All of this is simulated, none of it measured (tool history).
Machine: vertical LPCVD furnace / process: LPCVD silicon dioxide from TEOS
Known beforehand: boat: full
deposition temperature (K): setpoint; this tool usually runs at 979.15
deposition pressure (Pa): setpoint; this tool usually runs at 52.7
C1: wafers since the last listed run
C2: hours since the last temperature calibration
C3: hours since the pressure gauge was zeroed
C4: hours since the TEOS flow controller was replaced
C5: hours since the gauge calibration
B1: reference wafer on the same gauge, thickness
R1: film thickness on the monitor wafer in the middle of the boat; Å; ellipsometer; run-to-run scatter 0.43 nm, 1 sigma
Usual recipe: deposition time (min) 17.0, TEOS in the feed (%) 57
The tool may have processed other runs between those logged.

run 1 day=0.000 | deposition_temperature_(K)=979.15 deposition_pressure_(Pa)=52.7 deposition_time_(min)=17.0 TEOS_in_the_feed_(%)=57 | C1=0 C2=719.7 C3=3839.5 C4=2201.8 C5=1398.2 | B1=189.98 | R1=1604.6
run 2 day=2.408 | deposition_temperature_(K)=979.15 deposition_pressure_(Pa)=47.3 deposition_time_(min)=17.0 TEOS_in_the_feed_(%)=57 | C1=1141 C2=777.5 C3=3897.3 C4=2259.6 C5=1456.0 | B1=190.00 | R1=1512.3
run 3 day=5.879 | deposition_temperature_(K)=979.15 deposition_pressure_(Pa)=52.7 deposition_time_(min)=17.0 TEOS_in_the_feed_(%)=57 | C1=1645 C2=860.8 C3=3980.6 C4=2342.9 C5=1539.3 | B1=190.21 | R1=1610.8
run 4 day=9.129 | deposition_temperature_(K)=979.15 deposition_pressure_(Pa)=52.7 deposition_time_(min)=17.0 TEOS_in_the_feed_(%)=57 | C1=1541 C2=938.8 C3=4058.6 C4=2420.9 C5=1617.3 | B1=189.85 | R1=1611.3
run 5 day=13.471 | deposition_temperature_(K)=979.15 deposition_pressure_(Pa)=52.7 deposition_time_(min)=17.0 TEOS_in_the_feed_(%)=62 | C1=2058 C2=1043.0 C3=4162.8 C4=2525.1 C5=1721.5 | B1=190.09 | R1=1682.5
run 6 day=20.992 | deposition_temperature_(K)=979.15 deposition_pressure_(Pa)=52.7 deposition_time_(min)=17.0 TEOS_in_the_feed_(%)=62 | C1=3566 C2=1223.5 C3=4343.3 C4=2705.6 C5=1902.0 | B1=190.13 | R1=1685.6
run 7 day=22.733 | deposition_temperature_(K)=979.15 deposition_pressure_(Pa)=52.7 deposition_time_(min)=17.0 TEOS_in_the_feed_(%)=57 | C1=825 C2=1265.3 C3=4385.1 C4=2747.4 C5=1943.8 | B1=190.15 | R1=1611.9
run 8 day=24.454 | deposition_temperature_(K)=979.15 deposition_pressure_(Pa)=52.7 deposition_time_(min)=17.0 TEOS_in_the_feed_(%)=57 | C1=815 C2=1306.6 C3=4426.4 C4=2788.7 C5=1985.1 | B1=190.15 | R1=1609.0
run 9 day=28.238 | deposition_temperature_(K)=979.15 deposition_pressure_(Pa)=52.7 deposition_time_(min)=17.0 TEOS_in_the_feed_(%)=57 | C1=1793 C2=1397.4 C3=4517.2 C4=2879.5 C5=2075.9 | B1=190.01 | R1=1613.9
run 10 day=30.954 | deposition_temperature_(K)=979.15 deposition_pressure_(Pa)=52.7 deposition_time_(min)=17.0 TEOS_in_the_feed_(%)=64 | C1=1288 C2=1462.6 C3=4582.4 C4=2944.7 C5=2141.1 | B1=190.01 | R1=1715.9
run 11 day=35.346 | deposition_temperature_(K)=979.15 deposition_pressure_(Pa)=52.7 deposition_time_(min)=17.0 TEOS_in_the_feed_(%)=64 | C1=2082 C2=1568.0 C3=4687.8 C4=3050.1 C5=2246.5 | B1=190.17 | R1=1719.8
run 12 day=39.079 | deposition_temperature_(K)=979.15 deposition_pressure_(Pa)=52.7 deposition_time_(min)=17.0 TEOS_in_the_feed_(%)=64 | C1=1770 C2=1657.6 C3=4777.4 C4=3139.7 C5=2336.1 | B1=189.84 | R1=1710.3
run 13 day=45.517 | deposition_temperature_(K)=979.15 deposition_pressure_(Pa)=52.7 deposition_time_(min)=18.5 TEOS_in_the_feed_(%)=57 | C1=3052 C2=1812.1 C3=4931.9 C4=3294.2 C5=2490.6 | B1=189.95 | R1=1765.6
-- day=48.538 thermocouples replaced and temperature profile calibrated
run 14 day=48.558 | deposition_temperature_(K)=979.15 deposition_pressure_(Pa)=45.3 deposition_time_(min)=17.0 TEOS_in_the_feed_(%)=57 | C1=968 C2=0.5 C3=5004.9 C4=3367.2 C5=2563.6 | B1=189.92 | R1=1444.3
run 15 day=50.796 | deposition_temperature_(K)=979.15 deposition_pressure_(Pa)=45.3 deposition_time_(min)=17.0 TEOS_in_the_feed_(%)=57 | C1=1060 C2=54.2 C3=5058.6 C4=3420.9 C5=2617.3 | B1=189.96 | R1=1445.5
-- day=53.392 pressure gauge zeroed
-- day=54.162 gauge calibrated
run 16 day=54.412 | deposition_temperature_(K)=979.15 deposition_pressure_(Pa)=45.3 deposition_time_(min)=17.0 TEOS_in_the_feed_(%)=57 | C1=1240 C2=141.0 C3=24.5 C4=3507.7 C5=6.0 | B1=190.10 | R1=1481.4
run 17 day=58.433 | deposition_temperature_(K)=979.15 deposition_pressure_(Pa)=52.7 deposition_time_(min)=17.0 TEOS_in_the_feed_(%)=57 | C1=1906 C2=237.5 C3=121.0 C4=3604.2 C5=102.5 | B1=189.97 | R1=1601.5
run 18 day=62.142 | deposition_temperature_(K)=971.15 deposition_pressure_(Pa)=44.0 deposition_time_(min)=17.0 TEOS_in_the_feed_(%)=64 | C1=1758 C2=326.5 C3=210.0 C4=3693.2 C5=191.5 | B1=189.82 | R1=1290.0
-- day=65.058 TEOS flow controller replaced
run 19 day=65.233 | deposition_temperature_(K)=984.15 deposition_pressure_(Pa)=65.3 deposition_time_(min)=17.0 TEOS_in_the_feed_(%)=57 | C1=991 C2=400.7 C3=284.2 C4=4.2 C5=265.7 | B1=189.98 | R1=2009.9
run 20 day=69.496 | deposition_temperature_(K)=979.15 deposition_pressure_(Pa)=56.7 deposition_time_(min)=17.0 TEOS_in_the_feed_(%)=57 | C1=2021 C2=503.0 C3=386.5 C4=106.5 C5=368.0 | B1=190.02 | R1=1674.9
run 21 day=71.817 | deposition_temperature_(K)=979.15 deposition_pressure_(Pa)=52.7 deposition_time_(min)=17.0 TEOS_in_the_feed_(%)=46 | C1=1100 C2=558.7 C3=442.2 C4=162.2 C5=423.7 | B1=190.04 | R1=1442.9
run 22 day=74.812 | deposition_temperature_(K)=979.15 deposition_pressure_(Pa)=52.7 deposition_time_(min)=17.0 TEOS_in_the_feed_(%)=64 | C1=1420 C2=630.6 C3=514.1 C4=234.1 C5=495.6 | B1=189.84 | R1=1707.9
run 23 day=81.104 | deposition_temperature_(K)=979.15 deposition_pressure_(Pa)=41.3 deposition_time_(min)=17.0 TEOS_in_the_feed_(%)=57 | C1=2983 C2=781.6 C3=665.1 C4=385.1 C5=646.6 | B1=189.95 | R1=1429.7
run 24 day=83.508 | deposition_temperature_(K)=987.15 deposition_pressure_(Pa)=40.7 deposition_time_(min)=23.0 TEOS_in_the_feed_(%)=64 | C1=1139 C2=839.3 C3=722.8 C4=442.8 C5=704.3 | B1=189.81 | R1=2453.3
run 25 day=87.829 | deposition_temperature_(K)=990.15 deposition_pressure_(Pa)=41.3 deposition_time_(min)=20.0 TEOS_in_the_feed_(%)=66 | C1=2048 C2=943.0 C3=826.5 C4=546.5 C5=808.0 | B1=190.08 | R1=2328.6
run 26 day=89.771 | deposition_temperature_(K)=979.15 deposition_pressure_(Pa)=62.7 deposition_time_(min)=17.0 TEOS_in_the_feed_(%)=57 | C1=920 C2=989.6 C3=873.1 C4=593.1 C5=854.6 | B1=189.99 | R1=1775.5
run 27 day=91.742 | deposition_temperature_(K)=969.15 deposition_pressure_(Pa)=52.7 deposition_time_(min)=13.0 TEOS_in_the_feed_(%)=53 | C1=934 C2=1036.9 C3=920.4 C4=640.4 C5=901.9 | B1=189.91 | R1=949.4
run 28 day=95.579 | deposition_temperature_(K)=979.15 deposition_pressure_(Pa)=52.7 deposition_time_(min)=17.0 TEOS_in_the_feed_(%)=57 | C1=1819 C2=1129.0 C3=1012.5 C4=732.5 C5=994.0 | B1=189.97 | R1=1626.3
run 29 day=98.229 | deposition_temperature_(K)=979.15 deposition_pressure_(Pa)=52.7 deposition_time_(min)=11.0 TEOS_in_the_feed_(%)=57 | C1=1256 C2=1192.6 C3=1076.1 C4=796.1 C5=1057.6 | B1=189.97 | R1=1048.8
run 30 day=101.967 | deposition_temperature_(K)=987.15 deposition_pressure_(Pa)=43.3 deposition_time_(min)=17.0 TEOS_in_the_feed_(%)=57 | C1=1772 C2=1282.3 C3=1165.8 C4=885.8 C5=1147.3 | B1=189.90 | R1=1778.6
run 31 day=104.075 | deposition_temperature_(K)=979.15 deposition_pressure_(Pa)=52.7 deposition_time_(min)=17.0 TEOS_in_the_feed_(%)=52 | C1=999 C2=1332.9 C3=1216.4 C4=936.4 C5=1197.9 | B1=190.00 | R1=1561.9
run 32 day=108.192 | deposition_temperature_(K)=984.15 deposition_pressure_(Pa)=52.7 deposition_time_(min)=17.0 TEOS_in_the_feed_(%)=57 | C1=1951 C2=1431.7 C3=1315.2 C4=1035.2 C5=1296.7 | B1=190.02 | R1=1836.7

Alternative continuations, all from the tool just after run 32; predict every row:
run A day=108.358 | deposition_temperature_(K)=968.15 deposition_pressure_(Pa)=52.7 deposition_time_(min)=17.0 TEOS_in_the_feed_(%)=57 | C1=79 C2=1435.7 C3=1319.2 C4=1039.2 C5=1300.7 | B1=? | R1=?
run B day=108.358 | deposition_temperature_(K)=968.15 deposition_pressure_(Pa)=41.3 deposition_time_(min)=19.5 TEOS_in_the_feed_(%)=50 | C1=79 C2=1435.7 C3=1319.2 C4=1039.2 C5=1300.7 | B1=? | R1=?
run C day=108.358 | deposition_temperature_(K)=968.15 deposition_pressure_(Pa)=44.7 deposition_time_(min)=11.0 TEOS_in_the_feed_(%)=65 | C1=79 C2=1435.7 C3=1319.2 C4=1039.2 C5=1300.7 | B1=? | R1=?

run=A B1=190.01 R1=1271.0
run=B B1=190.01 R1=1206.7
run=C B1=190.01 R1=807.5
With the hidden condition removed and each run's random variation left untouched, the same runs would have given:
run=A R1=1243.4
run=B R1=1183.4
run=C R1=791.2
